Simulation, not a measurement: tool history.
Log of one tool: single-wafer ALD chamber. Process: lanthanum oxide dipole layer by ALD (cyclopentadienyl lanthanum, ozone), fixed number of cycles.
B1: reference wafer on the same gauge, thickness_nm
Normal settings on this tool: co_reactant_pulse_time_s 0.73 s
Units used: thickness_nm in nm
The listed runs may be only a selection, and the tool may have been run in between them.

Run 1, hour 0.0: usual settings; B1 0.514. Result: thickness_nm 0.432 nm.
Run 2, hour 96.0: usual settings; B1 0.513. Result: thickness_nm 0.432 nm.
Run 3, hour 153.8: usual settings but co_reactant_pulse_time_s 0.58 s; B1 0.515. Result: thickness_nm 0.403 nm.
Run 4, hour 208.8: usual settings but co_reactant_pulse_time_s 0.58 s; B1 0.514. Result: thickness_nm 0.395 nm.
Run 5, hour 262.0: usual settings; B1 0.514. Result: thickness_nm 0.431 nm.
At hour 363.8: thermocouple changed; heater temperature recalibrated.
Run 6, hour 364.5: usual settings but co_reactant_pulse_time_s 0.51 s; B1 0.514. Result: thickness_nm 0.375 nm.
Run 7, hour 461.1: usual settings but co_reactant_pulse_time_s 0.51 s; B1 0.515. Result: thickness_nm 0.372 nm.
At hour 479.4: showerhead replaced.
At hour 517.1: gauge calibrated.
Run 8, hour 543.1: usual settings; B1 0.514. Result: thickness_nm 0.422 nm.
Run 9, hour 634.0: usual settings; B1 0.513. Result: thickness_nm 0.423 nm.
At hour 675.7: ozone generator serviced.
Run 10, hour 708.7: usual settings but co_reactant_pulse_time_s 0.47 s; B1 0.514. Result: thickness_nm 0.379 nm.
Run 11, hour 761.4: usual settings but co_reactant_pulse_time_s 0.98 s; B1 0.515. Result: thickness_nm 0.492 nm.

For run 12, what comes out?
Run 12, hour 834.2: usual settings but co_reactant_pulse_time_s 0.45 s; B1 ?. Result: thickness_nm ?.

B1: 0.514
thickness_nm: 0.372 nm
Take away the tool's hidden state, keep the run-to-run variation as it was, and the same run would have given thickness_nm 0.375 nm.

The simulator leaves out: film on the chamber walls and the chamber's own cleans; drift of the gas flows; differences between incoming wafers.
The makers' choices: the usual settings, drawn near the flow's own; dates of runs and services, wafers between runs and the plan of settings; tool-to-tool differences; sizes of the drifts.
